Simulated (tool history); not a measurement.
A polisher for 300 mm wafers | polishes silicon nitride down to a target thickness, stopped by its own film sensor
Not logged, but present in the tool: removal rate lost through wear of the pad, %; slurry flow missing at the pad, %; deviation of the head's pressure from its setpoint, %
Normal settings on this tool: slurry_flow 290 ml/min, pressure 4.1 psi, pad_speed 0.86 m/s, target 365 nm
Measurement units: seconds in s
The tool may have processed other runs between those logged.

run	hour	slurry_flow	pressure	pad_speed	target	wafers since the last listed run	wafers polished on this pad	hours since the slurry nozzle was cleaned	hours since the head pressure was calibrated	incoming thickness of the incoming film, nm	seconds
1	0.0	265	4.1	0.86	335	0	593	711.5	473.8	470.7	65.5
# hour 12.7: worn pad replaced by a new one
2	13.1	265	4.1	0.86	335	118	5	724.6	486.9	466.6	63.0
3	19.6	265	4.1	0.86	335	84	89	731.1	493.4	475.1	68.6
4	46.2	290	4.1	0.86	365	346	435	757.7	520.0	474.9	52.7
# hour 70.0: slurry nozzle cleaned
# hour 73.1: worn pad replaced by a new one
5	94.5	290	4.1	0.86	365	574	278	24.5	568.3	461.9	46.3
6	110.2	290	4.1	0.86	365	204	482	40.2	584.0	463.8	46.6
# hour 119.8: head pressure recalibrated
7	121.7	290	4.1	0.86	365	123	606	51.7	1.9	462.2	46.2
# hour 133.0: worn pad replaced by a new one
8	133.5	290	3.1	0.86	349	101	6	63.5	13.7	468.4	75.9
9	145.9	260	4.1	0.86	365	161	167	75.9	26.1	463.1	46.6
10	158.2	320	2.9	0.86	396	160	327	88.2	38.4	474.5	52.5
11	169.5	290	4.1	0.86	365	147	474	99.5	49.7	468.3	48.3
12	182.6	290	4.1	0.86	385	170	645	112.6	62.8	466.1	39.5
# hour 200.4: worn pad replaced by a new one
13	200.9	290	4.1	0.78	365	186	6	130.9	81.1	473.0	55.0
14	211.2	290	4.1	0.86	385	134	140	141.2	91.4	463.7	38.2

Give the tool's hidden conditions for every run:
removal rate lost through wear of the pad, %: 0 across all the runs
slurry flow missing at the pad, %: 0 across all the runs
deviation of the head's pressure from its setpoint, %: 0 across all the runs
